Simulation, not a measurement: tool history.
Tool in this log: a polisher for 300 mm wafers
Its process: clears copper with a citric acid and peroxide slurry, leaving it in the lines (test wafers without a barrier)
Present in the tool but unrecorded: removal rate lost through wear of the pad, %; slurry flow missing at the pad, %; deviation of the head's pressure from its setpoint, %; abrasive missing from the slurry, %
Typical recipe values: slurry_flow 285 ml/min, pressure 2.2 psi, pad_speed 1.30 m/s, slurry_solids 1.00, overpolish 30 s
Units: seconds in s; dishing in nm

| run | hour | slurry_flow | pressure | pad_speed | slurry_solids | overpolish | wafers since the last listed run | wafers polished on this pad | hours since the slurry nozzle was cleaned | hours since the head pressure was calibrated | hours since the slurry blender was calibrated | incoming thickness of the incoming film, nm | seconds | dishing |
|---|---|---|---|---|---|---|---|---|---|---|---|---|---|---|
| 1 | 0.0 | 285 | 2.2 | 1.30 | 1.00 | 30 | 0 | 385 | 293.8 | 66.3 | 568.5 | 271.7 | 166.2 | 34.9 |
| 2 | 49.0 | 285 | 2.2 | 1.30 | 1.00 | 30 | 440 | 825 | 342.8 | 115.3 | 617.5 | 276.1 | 171.0 | 33.7 |
|  | 63.7 | slurry blender recalibrated |
| 3 | 129.0 | 285 | 2.2 | 1.30 | 1.00 | 30 | 701 | 1527 | 422.8 | 195.3 | 65.3 | 276.2 | 174.8 | 33.4 |
| 4 | 197.7 | 285 | 2.2 | 1.30 | 1.00 | 30 | 617 | 2144 | 491.5 | 264.0 | 134.0 | 274.3 | 170.4 | 36.0 |
| 5 | 273.2 | 285 | 2.2 | 1.30 | 1.00 | 30 | 678 | 2823 | 567.0 | 339.5 | 209.5 | 274.8 | 169.4 | 37.2 |
| 6 | 335.9 | 285 | 2.2 | 1.30 | 1.00 | 30 | 563 | 3387 | 629.7 | 402.2 | 272.2 | 275.2 | 166.5 | 35.1 |
|  | 400.2 | slurry nozzle cleaned |
| 7 | 424.9 | 285 | 2.2 | 1.30 | 1.00 | 30 | 791 | 4178 | 24.7 | 491.2 | 361.2 | 275.2 | 167.4 | 35.0 |
| 8 | 484.8 | 285 | 2.2 | 1.30 | 1.00 | 30 | 538 | 4717 | 84.6 | 551.1 | 421.1 | 277.9 | 169.3 | 36.0 |
|  | 506.2 | worn pad replaced by a new one |
|  | 532.9 | head pressure recalibrated, repeated, since the last time left the tool worse |
| 9 | 547.4 | 285 | 1.5 | 1.30 | 1.00 | 30 | 508 | 352 | 147.2 | 14.5 | 483.7 | 277.0 | 214.0 | 30.5 |
| 10 | 624.1 | 285 | 2.2 | 1.30 | 1.00 | 30 | 689 | 1042 | 223.9 | 91.2 | 560.4 | 271.7 | 144.3 | 43.5 |
| 11 | 701.0 | 285 | 2.2 | 1.30 | 1.00 | 42 | 691 | 1733 | 300.8 | 168.1 | 637.3 | 273.5 | 143.8 | 54.7 |
|  | 710.2 | slurry blender recalibrated |
| 12 | 779.3 | 285 | 1.8 | 1.14 | 0.85 | 43 | 686 | 2419 | 379.1 | 246.4 | 69.1 | 276.1 | 199.2 | 43.4 |
| 13 | 875.1 | 325 | 2.2 | 1.30 | 1.00 | 30 | 861 | 3281 | 474.9 | 342.2 | 164.9 | 273.2 | 139.5 | 42.0 |
| 14 | 911.4 | 285 | 2.2 | 1.10 | 1.00 | 30 | 326 | 3607 | 511.2 | 378.5 | 201.2 | 278.0 | 162.2 | 36.8 |
| 15 | 1010.5 | 285 | 1.9 | 1.30 | 1.00 | 30 | 891 | 4498 | 610.3 | 477.6 | 300.3 | 273.6 | 163.3 | 36.1 |
|  | 1042.8 | worn pad replaced by a new one |
| 16 | 1060.1 | 285 | 2.2 | 1.30 | 1.00 | 30 | 410 | 155 | 659.9 | 527.2 | 349.9 | 278.3 | 142.5 | 42.1 |
|  | 1090.1 | slurry nozzle cleaned |
| 17 | 1125.8 | 285 | 2.2 | 1.30 | 1.00 | 30 | 581 | 736 | 35.7 | 592.9 | 415.6 | 272.4 | 138.7 | 43.0 |
| 18 | 1190.9 | 315 | 2.2 | 1.30 | 1.00 | 30 | 585 | 1322 | 100.8 | 658.0 | 480.7 | 275.1 | 137.3 | 43.0 |
| 19 | 1291.8 | 285 | 2.2 | 1.72 | 0.90 | 30 | 907 | 2229 | 201.7 | 758.9 | 581.6 | 276.6 | 115.2 | 48.0 |
| 20 | 1353.0 | 285 | 2.2 | 1.30 | 1.00 | 30 | 550 | 2779 | 262.9 | 820.1 | 642.8 | 270.0 | 133.1 | 42.5 |
|  | 1363.8 | head pressure recalibrated |
|  | 1382.5 | slurry blender recalibrated |
| 21 | 1444.4 | 285 | 2.2 | 0.90 | 0.80 | 14 | 785 | 3565 | 354.3 | 80.6 | 61.9 | 277.9 | 191.7 | 17.0 |
| 22 | 1524.8 | 285 | 2.2 | 1.76 | 1.00 | 30 | 722 | 4288 | 434.7 | 161.0 | 142.3 | 276.8 | 119.0 | 45.2 |
| 23 | 1620.7 | 205 | 1.6 | 1.30 | 1.00 | 30 | 862 | 5150 | 530.6 | 256.9 | 238.2 | 278.4 | 201.1 | 29.7 |
|  | 1650.8 | worn pad replaced by a new one |
| 24 | 1662.9 | 375 | 1.8 | 1.30 | 1.25 | 45 | 343 | 109 | 572.8 | 299.1 | 280.4 | 273.3 | 164.1 | 50.4 |
| 25 | 1758.2 | 285 | 2.2 | 1.30 | 1.00 | 30 | 856 | 966 | 668.1 | 394.4 | 375.7 | 272.5 | 144.3 | 40.6 |
| 26 | 1831.1 | 285 | 2.2 | 1.30 | 1.00 | 30 | 655 | 1621 | 741.0 | 467.3 | 448.6 | 275.5 | 141.3 | 41.5 |
|  | 1884.0 | slurry nozzle cleaned |
| 27 | 1936.2 | 200 | 1.9 | 1.30 | 0.90 | 15 | 936 | 2557 | 52.2 | 572.4 | 553.7 | 273.5 | 168.1 | 20.0 |
|  | 1973.1 | slurry blender recalibrated |
| 28 | 2005.4 | 320 | 1.8 | 1.30 | 1.00 | 19 | 604 | 3161 | 121.4 | 641.6 | 32.3 | 278.8 | 170.2 | 23.8 |

What if the next run were any one of these 4? Each begins from the tool's condition after run 28:
| A | 2005.9 | 285 | 2.2 | 1.30 | 1.00 | 30 | 4 | 3166 | 121.9 | 642.1 | 32.8 | 271.0 | ? | ? |
| B | 2005.9 | 285 | 1.9 | 1.44 | 1.00 | 30 | 4 | 3166 | 121.9 | 642.1 | 32.8 | 271.0 | ? | ? |
| C | 2005.9 | 340 | 2.9 | 1.30 | 1.15 | 42 | 4 | 3166 | 121.9 | 642.1 | 32.8 | 271.0 | ? | ? |
| D | 2005.9 | 370 | 2.2 | 1.50 | 0.90 | 30 | 4 | 3166 | 121.9 | 642.1 | 32.8 | 271.0 | ? | ? |

| run | seconds | dishing |
|---|---|---|
| A | 137.4 | 44.8 |
| B | 148.1 | 41.7 |
| C | 101.2 | 73.2 |
| D | 125.4 | 48.1 |
Had the tool no hidden state, the same runs would have come out as:
| run | seconds | dishing |
|---|---|---|
| A | 144.1 | 43.0 |
| B | 155.3 | 40.0 |
| C | 106.2 | 70.6 |
| D | 131.5 | 46.2 |
